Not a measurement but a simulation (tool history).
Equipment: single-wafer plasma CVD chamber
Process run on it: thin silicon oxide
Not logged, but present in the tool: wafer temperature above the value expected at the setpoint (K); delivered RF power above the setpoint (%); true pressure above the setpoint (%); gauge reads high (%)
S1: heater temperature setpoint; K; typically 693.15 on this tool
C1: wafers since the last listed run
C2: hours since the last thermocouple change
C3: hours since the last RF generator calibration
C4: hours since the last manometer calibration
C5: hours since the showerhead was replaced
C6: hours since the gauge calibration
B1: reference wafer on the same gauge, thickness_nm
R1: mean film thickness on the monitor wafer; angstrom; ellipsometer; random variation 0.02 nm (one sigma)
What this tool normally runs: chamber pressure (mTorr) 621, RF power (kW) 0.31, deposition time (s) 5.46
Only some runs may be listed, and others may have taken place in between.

{"run": 1, "hour": 0.0, "S1": 693.15, "chamber pressure (mTorr)": 621, "RF power (kW)": 0.31, "deposition time (s)": 5.46, "C1": 0, "C2": 51.7, "C3": 1999.1, "C4": 725.3, "C5": 5296.4, "C6": 650.2, "B1": 7.499, "R1": 76.8}
{"hour": 21.7, "done": "RF generator calibrated"}
{"run": 2, "hour": 22.2, "S1": 693.15, "chamber pressure (mTorr)": 621, "RF power (kW)": 0.31, "deposition time (s)": 5.46, "C1": 698, "C2": 73.9, "C3": 0.5, "C4": 747.5, "C5": 5318.6, "C6": 672.4, "B1": 7.494, "R1": 77.13}
{"run": 3, "hour": 32.0, "S1": 693.15, "chamber pressure (mTorr)": 621, "RF power (kW)": 0.29, "deposition time (s)": 5.46, "C1": 482, "C2": 83.7, "C3": 10.3, "C4": 757.3, "C5": 5328.4, "C6": 682.2, "B1": 7.503, "R1": 75.42}
{"run": 4, "hour": 61.1, "S1": 693.15, "chamber pressure (mTorr)": 621, "RF power (kW)": 0.29, "deposition time (s)": 5.46, "C1": 1431, "C2": 112.8, "C3": 39.4, "C4": 786.4, "C5": 5357.5, "C6": 711.3, "B1": 7.501, "R1": 75.54}
{"hour": 64.4, "done": "gauge calibrated"}
{"run": 5, "hour": 80.9, "S1": 693.15, "chamber pressure (mTorr)": 621, "RF power (kW)": 0.29, "deposition time (s)": 5.46, "C1": 973, "C2": 132.6, "C3": 59.2, "C4": 806.2, "C5": 5377.3, "C6": 16.5, "B1": 7.405, "R1": 74.59}
{"run": 6, "hour": 97.2, "S1": 693.15, "chamber pressure (mTorr)": 621, "RF power (kW)": 0.31, "deposition time (s)": 5.46, "C1": 801, "C2": 148.9, "C3": 75.5, "C4": 822.5, "C5": 5393.6, "C6": 32.8, "B1": 7.406, "R1": 75.95}
{"run": 7, "hour": 126.0, "S1": 699.15, "chamber pressure (mTorr)": 621, "RF power (kW)": 0.31, "deposition time (s)": 5.46, "C1": 1416, "C2": 177.7, "C3": 104.3, "C4": 851.3, "C5": 5422.4, "C6": 61.6, "B1": 7.409, "R1": 75.93}
{"run": 8, "hour": 138.8, "S1": 693.15, "chamber pressure (mTorr)": 701, "RF power (kW)": 0.27, "deposition time (s)": 4.85, "C1": 629, "C2": 190.5, "C3": 117.1, "C4": 864.1, "C5": 5435.2, "C6": 74.4, "B1": 7.412, "R1": 71.87}
{"run": 9, "hour": 153.6, "S1": 693.15, "chamber pressure (mTorr)": 579, "RF power (kW)": 0.31, "deposition time (s)": 5.46, "C1": 727, "C2": 205.3, "C3": 131.9, "C4": 878.9, "C5": 5450, "C6": 89.2, "B1": 7.41, "R1": 71.43}
{"run": 10, "hour": 181.9, "S1": 678.15, "chamber pressure (mTorr)": 527, "RF power (kW)": 0.31, "deposition time (s)": 5.46, "C1": 1391, "C2": 233.6, "C3": 160.2, "C4": 907.2, "C5": 5478.3, "C6": 117.5, "B1": 7.419, "R1": 66.14}
{"run": 11, "hour": 209.4, "S1": 693.15, "chamber pressure (mTorr)": 621, "RF power (kW)": 0.31, "deposition time (s)": 5.46, "C1": 1352, "C2": 261.1, "C3": 187.7, "C4": 934.7, "C5": 5505.8, "C6": 145, "B1": 7.424, "R1": 76.24}
{"run": 12, "hour": 235.3, "S1": 687.15, "chamber pressure (mTorr)": 621, "RF power (kW)": 0.31, "deposition time (s)": 5.46, "C1": 1273, "C2": 287, "C3": 213.6, "C4": 960.6, "C5": 5531.7, "C6": 170.9, "B1": 7.43, "R1": 76.84}
{"run": 13, "hour": 247.6, "S1": 693.15, "chamber pressure (mTorr)": 551, "RF power (kW)": 0.31, "deposition time (s)": 5.13, "C1": 604, "C2": 299.3, "C3": 225.9, "C4": 972.9, "C5": 5544, "C6": 183.2, "B1": 7.432, "R1": 64.04}
{"hour": 259.4, "done": "capacitance manometer re-zeroed and calibrated"}
{"run": 14, "hour": 264.8, "S1": 693.15, "chamber pressure (mTorr)": 482, "RF power (kW)": 0.31, "deposition time (s)": 5.46, "C1": 452, "C2": 316.5, "C3": 243.1, "C4": 5.4, "C5": 5561.2, "C6": 200.4, "B1": 7.432, "R1": 60.26}
{"run": 15, "hour": 297.1, "S1": 693.15, "chamber pressure (mTorr)": 621, "RF power (kW)": 0.31, "deposition time (s)": 5.46, "C1": 1588, "C2": 348.8, "C3": 275.4, "C4": 37.7, "C5": 5593.5, "C6": 232.7, "B1": 7.441, "R1": 76.59}
{"hour": 305.4, "done": "showerhead replaced"}
{"run": 16, "hour": 316.1, "S1": 708.15, "chamber pressure (mTorr)": 690, "RF power (kW)": 0.34, "deposition time (s)": 5.46, "C1": 541, "C2": 367.8, "C3": 294.4, "C4": 56.7, "C5": 10.7, "C6": 251.7, "B1": 7.442, "R1": 86.64}
{"run": 17, "hour": 329.0, "S1": 693.15, "chamber pressure (mTorr)": 621, "RF power (kW)": 0.31, "deposition time (s)": 5.46, "C1": 634, "C2": 380.7, "C3": 307.3, "C4": 69.6, "C5": 23.6, "C6": 264.6, "B1": 7.444, "R1": 76.21}
{"run": 18, "hour": 354.9, "S1": 693.15, "chamber pressure (mTorr)": 621, "RF power (kW)": 0.25, "deposition time (s)": 5.46, "C1": 1273, "C2": 406.6, "C3": 333.2, "C4": 95.5, "C5": 49.5, "C6": 290.5, "B1": 7.447, "R1": 70.57}
{"run": 19, "hour": 371.2, "S1": 678.15, "chamber pressure (mTorr)": 527, "RF power (kW)": 0.31, "deposition time (s)": 5.46, "C1": 801, "C2": 422.9, "C3": 349.5, "C4": 111.8, "C5": 65.8, "C6": 306.8, "B1": 7.451, "R1": 66.29}
{"run": 20, "hour": 400.7, "S1": 678.15, "chamber pressure (mTorr)": 527, "RF power (kW)": 0.31, "deposition time (s)": 5.46, "C1": 1450, "C2": 452.4, "C3": 379, "C4": 141.3, "C5": 95.3, "C6": 336.3, "B1": 7.453, "R1": 66.22}
{"run": 21, "hour": 420.3, "S1": 698.15, "chamber pressure (mTorr)": 621, "RF power (kW)": 0.34, "deposition time (s)": 5.46, "C1": 964, "C2": 472, "C3": 398.6, "C4": 160.9, "C5": 114.9, "C6": 355.9, "B1": 7.457, "R1": 78.73}
{"run": 22, "hour": 436.7, "S1": 693.15, "chamber pressure (mTorr)": 621, "RF power (kW)": 0.31, "deposition time (s)": 5.46, "C1": 806, "C2": 488.4, "C3": 415, "C4": 177.3, "C5": 131.3, "C6": 372.3, "B1": 7.457, "R1": 76.51}
{"run": 23, "hour": 458.5, "S1": 693.15, "chamber pressure (mTorr)": 621, "RF power (kW)": 0.31, "deposition time (s)": 5.46, "C1": 1072, "C2": 510.2, "C3": 436.8, "C4": 199.1, "C5": 153.1, "C6": 394.1, "B1": 7.463, "R1": 77.15}
{"run": 24, "hour": 477.1, "S1": 705.15, "chamber pressure (mTorr)": 621, "RF power (kW)": 0.265, "deposition time (s)": 6.39, "C1": 914, "C2": 528.8, "C3": 455.4, "C4": 217.7, "C5": 171.7, "C6": 412.7, "B1": 7.466, "R1": 84.13}
{"run": 25, "hour": 498.0, "S1": 693.15, "chamber pressure (mTorr)": 621, "RF power (kW)": 0.31, "deposition time (s)": 5.46, "C1": 1027, "C2": 549.7, "C3": 476.3, "C4": 238.6, "C5": 192.6, "C6": 433.6, "B1": 7.465, "R1": 76.91}
{"run": 26, "hour": 518.1, "S1": 688.15, "chamber pressure (mTorr)": 505, "RF power (kW)": 0.29, "deposition time (s)": 5.88, "C1": 988, "C2": 569.8, "C3": 496.4, "C4": 258.7, "C5": 212.7, "C6": 453.7, "B1": 7.468, "R1": 66.76}

Run 27, settings as shown, results not yet in. Your forecast:
{"run": 27, "hour": 542.5, "S1": 693.15, "chamber pressure (mTorr)": 621, "RF power (kW)": 0.37, "deposition time (s)": 5.46, "C1": 1200, "C2": 594.2, "C3": 520.8, "C4": 283.1, "C5": 237.1, "C6": 478.1, "B1": "?", "R1": "?"}

B1: 7.469
R1: 81.92 angstrom
On a tool with no hidden condition, and with the same random variation, this run would have come out at R1 81 angstrom.
